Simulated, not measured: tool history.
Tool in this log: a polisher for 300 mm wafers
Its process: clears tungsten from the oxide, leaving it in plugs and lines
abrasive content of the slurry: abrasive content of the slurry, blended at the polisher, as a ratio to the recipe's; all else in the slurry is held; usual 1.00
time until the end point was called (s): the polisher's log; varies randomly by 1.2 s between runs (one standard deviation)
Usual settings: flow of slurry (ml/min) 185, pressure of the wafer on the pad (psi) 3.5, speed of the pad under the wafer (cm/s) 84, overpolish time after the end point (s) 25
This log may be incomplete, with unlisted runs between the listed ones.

run	hour	flow of slurry (ml/min)	pressure of the wafer on the pad (psi)	speed of the pad under the wafer (cm/s)	abrasive content of the slurry	overpolish time after the end point (s)	incoming thickness of the incoming film, nm	time until the end point was called (s)
1	0.0	185	3.5	84	1.00	25	515.5	157.4
2	44.0	185	3.5	84	1.00	25	519.6	157.6
# hour 104.2: head pressure recalibrated
3	125.2	185	3.5	84	1.00	25	521.0	165.8
# hour 181.2: slurry tank refilled with fresh slurry and peroxide
# hour 182.3: worn pad replaced by a new one
# hour 198.1: slurry nozzle cleaned
4	209.9	185	3.5	84	1.00	25	514.5	151.4
5	252.2	185	3.5	84	1.00	25	508.1	152.0
6	318.1	185	3.5	84	1.00	25	508.2	151.2
# hour 395.0: slurry blender recalibrated
7	395.5	230	3.5	84	1.00	25	516.5	150.5
8	482.4	185	3.5	84	1.00	15	517.5	156.2
9	569.7	185	3.5	84	1.00	15	517.2	162.7
# hour 579.4: slurry tank refilled with fresh slurry and peroxide
# hour 599.8: worn pad replaced by a new one
10	638.6	185	3.5	84	1.00	15	515.8	167.3
# hour 666.0: slurry nozzle cleaned
# hour 712.1: head pressure recalibrated
11	721.9	185	3.5	84	1.00	25	514.5	151.9
12	782.6	245	4.7	98	1.00	37	518.5	95.2
13	889.5	185	2.4	108	1.00	25	524.2	182.6
# hour 919.2: slurry blender recalibrated
# hour 925.0: slurry tank refilled with fresh slurry and peroxide
14	974.9	185	3.5	84	1.00	25	522.1	159.9
# hour 1009.1: worn pad replaced by a new one
15	1068.6	185	3.5	72	0.70	21	514.4	211.8
# hour 1076.0: slurry nozzle cleaned
16	1160.6	185	3.5	60	1.20	25	517.5	196.0

Run 17 comes next. What will it give?
# hour 1211.1: head pressure recalibrated
17	1243.2	245	3.5	104	0.85	12	510.1	?

Run 17 gave time until the end point was called (s) 126.4.
On a tool with no hidden condition, and with the same random variation, this run would have come out at time until the end point was called (s) 125.2.

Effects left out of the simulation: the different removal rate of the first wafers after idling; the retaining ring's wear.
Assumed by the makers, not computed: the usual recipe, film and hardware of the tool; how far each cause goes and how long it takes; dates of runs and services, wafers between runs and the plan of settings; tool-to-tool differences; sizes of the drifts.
